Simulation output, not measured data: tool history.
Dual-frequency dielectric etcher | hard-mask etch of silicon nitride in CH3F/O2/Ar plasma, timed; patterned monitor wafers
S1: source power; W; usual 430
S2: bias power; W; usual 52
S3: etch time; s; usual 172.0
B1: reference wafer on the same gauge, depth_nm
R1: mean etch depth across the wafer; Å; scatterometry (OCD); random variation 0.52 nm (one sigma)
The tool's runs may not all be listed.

run,day,S1,S2,S3,B1,R1
1,0.000,430,52,172.0,103.0,1022
2,1.788,430,52,172.0,103.0,1045
3,6.058,400,52,172.0,103.0,1024
4,9.117,430,52,172.0,103.1,1064
# day 14.200: wet clean of the chamber
5,14.221,430,55,172.0,102.9,1064
6,15.483,430,55,172.0,103.0,1054
7,17.367,430,55,172.0,102.9,1066
8,21.179,430,52,172.0,103.0,1053
# day 22.504: bias power generator calibrated
9,24.383,430,52,172.0,103.0,1067
10,28.446,430,52,172.0,103.0,1068
# day 30.833: source power generator calibrated
# day 31.800: wet clean of the chamber
# day 32.700: upper electrode replaced
# day 32.767: gauge calibrated
11,40.904,430,55,172.0,103.1,1078
12,43.821,330,46,153.0,103.1,828
13,47.067,350,52,213.0,103.0,1258
# day 48.550: wet clean of the chamber
14,50.329,430,52,172.0,103.0,1044
15,52.050,430,52,133.0,103.0,810
16,55.029,380,52,204.5,103.0,1207
17,57.567,460,52,172.0,103.0,1089
18,60.196,360,56,156.0,103.0,953
19,63.129,430,52,172.0,103.0,1073
# day 66.292: wet clean of the chamber
20,66.312,330,60,187.0,103.1,1123

The same runs without the tool's hidden state, with the same run-to-run variation:
The hidden state here: etch rate over this chamber's usual, %; source power that arrives over what is set, %; bias power that arrives over what is set, %; gauge reads high (%).
run,R1
1,1018
2,1035
3,1002
4,1033
5,1062
6,1049
7,1055
8,1031
9,1036
10,1025
11,1053
12,802
13,1208
14,1030
15,796
16,1176
17,1053
18,915
19,1023
20,1111

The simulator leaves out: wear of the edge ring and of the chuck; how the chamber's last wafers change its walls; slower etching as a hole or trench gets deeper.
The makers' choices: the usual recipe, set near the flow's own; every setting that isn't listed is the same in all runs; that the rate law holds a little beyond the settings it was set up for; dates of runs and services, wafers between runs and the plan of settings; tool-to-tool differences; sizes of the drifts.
